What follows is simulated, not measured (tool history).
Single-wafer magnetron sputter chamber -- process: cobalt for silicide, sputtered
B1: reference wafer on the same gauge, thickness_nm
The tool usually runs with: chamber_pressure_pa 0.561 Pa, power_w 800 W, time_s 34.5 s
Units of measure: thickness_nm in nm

run 1 hour=0.0 | chamber_pressure_pa=0.561 power_w=800 time_s=34.5 | B1=12.201 | thickness_nm=12.513
run 2 hour=15.8 | chamber_pressure_pa=0.561 power_w=800 time_s=34.5 | B1=12.198 | thickness_nm=12.477
run 3 hour=30.9 | chamber_pressure_pa=0.561 power_w=800 time_s=34.5 | B1=12.204 | thickness_nm=12.490
run 4 hour=40.1 | chamber_pressure_pa=0.561 power_w=800 time_s=34.5 | B1=12.201 | thickness_nm=12.447
-- hour=58.4 magnet pack replaced
run 5 hour=58.9 | chamber_pressure_pa=0.561 power_w=800 time_s=34.5 | B1=12.203 | thickness_nm=12.403
run 6 hour=59.2 | chamber_pressure_pa=0.561 power_w=800 time_s=34.5 | B1=12.199 | thickness_nm=12.412
-- hour=67.2 sputter target and shields replaced
-- hour=77.9 capacitance manometer re-zeroed and calibrated
run 7 hour=78.4 | chamber_pressure_pa=0.561 power_w=800 time_s=34.5 | B1=12.198 | thickness_nm=12.639
-- hour=90.1 gauge calibrated
run 8 hour=90.4 | chamber_pressure_pa=0.561 power_w=750 time_s=34.5 | B1=12.205 | thickness_nm=11.811
run 9 hour=102.5 | chamber_pressure_pa=0.444 power_w=1000 time_s=40.7 | B1=12.198 | thickness_nm=19.340
run 10 hour=117.3 | chamber_pressure_pa=0.704 power_w=600 time_s=36.6 | B1=12.195 | thickness_nm=9.497
run 11 hour=130.6 | chamber_pressure_pa=0.445 power_w=700 time_s=28.9 | B1=12.199 | thickness_nm=9.566
run 12 hour=142.9 | chamber_pressure_pa=0.561 power_w=800 time_s=34.5 | B1=12.192 | thickness_nm=12.501
run 13 hour=153.8 | chamber_pressure_pa=0.561 power_w=600 time_s=36.9 | B1=12.197 | thickness_nm=10.042
run 14 hour=162.8 | chamber_pressure_pa=0.561 power_w=800 time_s=34.5 | B1=12.193 | thickness_nm=12.479
run 15 hour=174.3 | chamber_pressure_pa=0.414 power_w=800 time_s=28.4 | B1=12.199 | thickness_nm=10.804
-- hour=195.2 sputter target and shields replaced
run 16 hour=195.7 | chamber_pressure_pa=0.692 power_w=800 time_s=34.5 | B1=12.203 | thickness_nm=12.100

For some of the steps in thickness_nm from one run to the next: how much would appear even if the tool had no hidden state, given the settings, what came in and random variation, and how much remains for the hidden state plus any gauge scatter that the measured result and the result without hidden state don't share?
Hidden state present: deposition rate above that of a new target (%); true argon pressure above the setpoint (%); gauge reads high (%).
Run 6 -> 7: sputter target and shields replaced, capacitance manometer re-zeroed and calibrated. thickness_nm +0.227 nm: hidden state +0.218, all else +0.009.
Run 9 -> 10: chamber_pressure_pa 0.444 -> 0.704, power_w 1000 -> 600, time_s 40.7 -> 36.6. thickness_nm -9.843 nm: hidden state +0.035, all else -9.878.

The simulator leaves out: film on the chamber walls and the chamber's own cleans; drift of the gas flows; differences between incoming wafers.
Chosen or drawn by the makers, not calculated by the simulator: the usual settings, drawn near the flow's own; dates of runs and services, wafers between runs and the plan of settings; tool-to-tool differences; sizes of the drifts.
